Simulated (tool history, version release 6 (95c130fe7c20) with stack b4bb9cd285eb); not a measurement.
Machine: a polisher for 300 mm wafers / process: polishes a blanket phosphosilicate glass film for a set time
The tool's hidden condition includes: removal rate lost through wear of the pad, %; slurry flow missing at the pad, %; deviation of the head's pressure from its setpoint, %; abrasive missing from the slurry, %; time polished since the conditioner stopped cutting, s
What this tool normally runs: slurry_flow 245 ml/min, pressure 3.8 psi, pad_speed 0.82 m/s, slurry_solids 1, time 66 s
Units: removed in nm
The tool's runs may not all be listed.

run,hour,slurry_flow,pressure,pad_speed,slurry_solids,time,wafers since the last listed run,wafers polished on this pad,hours since the slurry nozzle was cleaned,hours since the head pressure was calibrated,hours since the slurry blender was calibrated,hours since the conditioning disc was replaced,"incoming thickness of the incoming film, nm",removed
1,0,245,3.8,0.82,1,66,0,194,180.2,677.7,112.2,271,4017.7,606.3
2,11.5,245,3.8,0.82,1,66,125,320,191.7,689.2,123.7,282.5,4038.4,613
3,20,245,3.8,0.82,1,66,93,413,200.2,697.7,132.2,291,3922.1,602.3
4,26.3,245,3.8,0.82,1,66,68,482,206.5,704,138.5,297.3,4008.5,610.2
# hour 31.4: slurry blender recalibrated
5,36.8,245,3.8,0.82,1,66,93,575,217,714.5,5.4,307.8,4051.3,601.6
6,53.1,245,3.8,0.82,1,66,178,754,233.3,730.8,21.7,324.1,3917.2,605.2
7,60.1,245,3.8,0.82,1,66,76,831,240.3,737.8,28.7,331.1,4020.4,599.1
8,67.3,245,3.8,0.82,1,66,78,909,247.5,745,35.9,338.3,4004.7,596.7
9,81.8,200,4.2,0.82,1,66,158,1068,262,759.5,50.4,352.8,3947.8,642.4
10,97.8,200,4.2,0.82,1,66,175,1243,278,775.5,66.4,368.8,4086,627.3
# hour 104.4: worn pad replaced by a new one
11,113.8,200,4.2,0.82,1,66,131,103,294,791.5,82.4,384.8,4028.5,657.1
# hour 123.3: head pressure recalibrated
# hour 144.9: slurry nozzle cleaned
# hour 146.6: slurry blender recalibrated
12,147.1,245,3.8,0.82,1,66,313,417,2.2,23.8,0.5,418.1,3963.2,598.1
13,161.9,245,3.8,0.82,1,87,162,579,17,38.6,15.3,432.9,4008.3,786.3
14,169.8,170,3.3,0.82,0.8,66,86,665,24.9,46.5,23.2,440.8,3938.5,455.6
15,186.1,200,4.2,0.82,1,66,178,844,41.2,62.8,39.5,457.1,4067.5,634.6
16,192.8,245,3.8,1.04,1,66,73,917,47.9,69.5,46.2,463.8,3963,707.7
17,210.1,245,2.7,0.82,1.2,66,189,1106,65.2,86.8,63.5,481.1,4056.3,440.8
# hour 227.4: worn pad replaced by a new one
18,227.9,245,3.8,1.04,1.25,53,151,5,83,104.6,81.3,498.9,3994.2,628.4
19,235.5,195,4.3,1.08,1,52,83,89,90.6,112.2,88.9,506.5,3968.6,652.4
20,241.6,245,2.7,0.82,1.2,66,66,155,96.7,118.3,95,512.6,4085,462
# hour 246.6: conditioning disc replaced and pad reconditioned
21,276.6,175,3.8,0.82,1.3,66,361,517,131.7,153.3,130,30,4011,628.1
22,284.9,215,3.8,0.82,1,66,90,608,140,161.6,138.3,38.3,3975.5,584.3
# hour 290.1: slurry blender recalibrated
23,292.8,245,3.8,0.82,1,66,64,672,147.9,169.5,2.7,46.2,3952.9,584.2
24,302.4,245,3.8,0.82,1.2,66,105,777,157.5,179.1,12.3,55.8,4037.6,626.1
25,311.2,245,3.8,0.82,1.3,82,96,874,166.3,187.9,21.1,64.6,4043.4,794.2

Branching from run 25: 5 alternative next runs. What would each branch give?
A,311.6,300,3.8,0.82,1,66,4,878,166.7,188.3,21.5,65,4070,?
B,311.6,245,2.8,0.6,1.25,49,4,878,166.7,188.3,21.5,65,4070,?
C,311.6,245,2.9,0.92,1,50,4,878,166.7,188.3,21.5,65,4070,?
D,311.6,215,3.8,0.9,1,54,4,878,166.7,188.3,21.5,65,4070,?
E,311.6,245,3.5,0.82,1,66,4,878,166.7,188.3,21.5,65,4070,?

run,removed
A,596.6
B,277.3
C,366.5
D,501.9
E,537.6
Stripped of hidden state, with their random variation kept, the same runs would have yielded:
run,removed
A,629.7
B,292.7
C,386.8
D,529.7
E,567.5
